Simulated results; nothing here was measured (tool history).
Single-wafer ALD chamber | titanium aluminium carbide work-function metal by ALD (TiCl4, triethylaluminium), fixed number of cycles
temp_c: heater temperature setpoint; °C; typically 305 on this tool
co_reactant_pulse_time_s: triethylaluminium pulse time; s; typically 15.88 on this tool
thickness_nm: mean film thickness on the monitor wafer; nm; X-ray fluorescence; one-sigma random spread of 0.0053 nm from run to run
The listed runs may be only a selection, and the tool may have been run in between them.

run	hour	temp_c	co_reactant_pulse_time_s	wafers since the last listed run	hours since the last thermocouple change	hours since the last triethylaluminium bottle change	hours since the showerhead was replaced	hours since the gauge calibration	read-back reference wafer on the same gauge, thickness_nm	thickness_nm
1	0	305	17.19	0	2720.3	1103.7	6330.3	159.7	1.91	2.124
# hour 4.1: gauge calibrated
2	6.8	305	15.88	59	2727.1	1110.5	6337.1	2.7	1.91	2.123
3	20.6	305	15.88	120	2740.9	1124.3	6350.9	16.5	1.911	2.111
4	31.3	305	15.88	93	2751.6	1135	6361.6	27.2	1.911	2.119
5	39.5	305	15.88	71	2759.8	1143.2	6369.8	35.4	1.911	2.124
6	48.5	300	12.82	78	2768.8	1152.2	6378.8	44.4	1.91	2.065
7	54.9	300	12.82	56	2775.2	1158.6	6385.2	50.8	1.91	2.064
# hour 71: triethylaluminium bottle replaced
8	76.2	301	14.24	116	2796.5	5.2	6406.5	72.1	1.91	2.092
9	83.9	301	14.24	67	2804.2	12.9	6414.2	79.8	1.91	2.092
10	99.5	319	21.02	136	2819.8	28.5	6429.8	95.4	1.911	2.244
# hour 113.6: thermocouple changed; heater temperature recalibrated
11	114.1	295	17.92	57	0.5	43.1	6444.4	110	1.91	2.045
12	124.6	297	20.8	91	11	53.6	6454.9	120.5	1.909	2.075
# hour 136.7: gauge calibrated
13	159.5	291	11.33	305	45.9	88.5	6489.8	22.8	1.91	1.974
# hour 173.3: showerhead replaced
14	174.9	296	10.7	64	61.3	103.9	1.6	38.2	1.91	2.003
15	183.6	312	17.62	76	70	112.6	10.3	46.9	1.91	2.185
16	199	295	12.8	134	85.4	128	25.7	62.3	1.91	2.025
17	209.2	305	13.43	89	95.6	138.2	35.9	72.5	1.91	2.11
18	224.5	305	15.88	133	110.9	153.5	51.2	87.8	1.91	2.116

Hidden condition of the tool, last listed run before each entry between runs versus first listed run after:
From run 1 to run 2: gauge calibrated (hour 4.1)
  no difference in the tool's unlogged condition between these two runs
From run 7 to run 8: triethylaluminium bottle replaced (hour 71)
  no difference in the tool's unlogged condition between these two runs
From run 10 to run 11: thermocouple changed; heater temperature recalibrated (hour 113.6)
  no difference in the tool's unlogged condition between these two runs
From run 12 to run 13: gauge calibrated (hour 136.7)
  no difference in the tool's unlogged condition between these two runs
From run 13 to run 14: showerhead replaced (hour 173.3)
  no difference in the tool's unlogged condition between these two runs

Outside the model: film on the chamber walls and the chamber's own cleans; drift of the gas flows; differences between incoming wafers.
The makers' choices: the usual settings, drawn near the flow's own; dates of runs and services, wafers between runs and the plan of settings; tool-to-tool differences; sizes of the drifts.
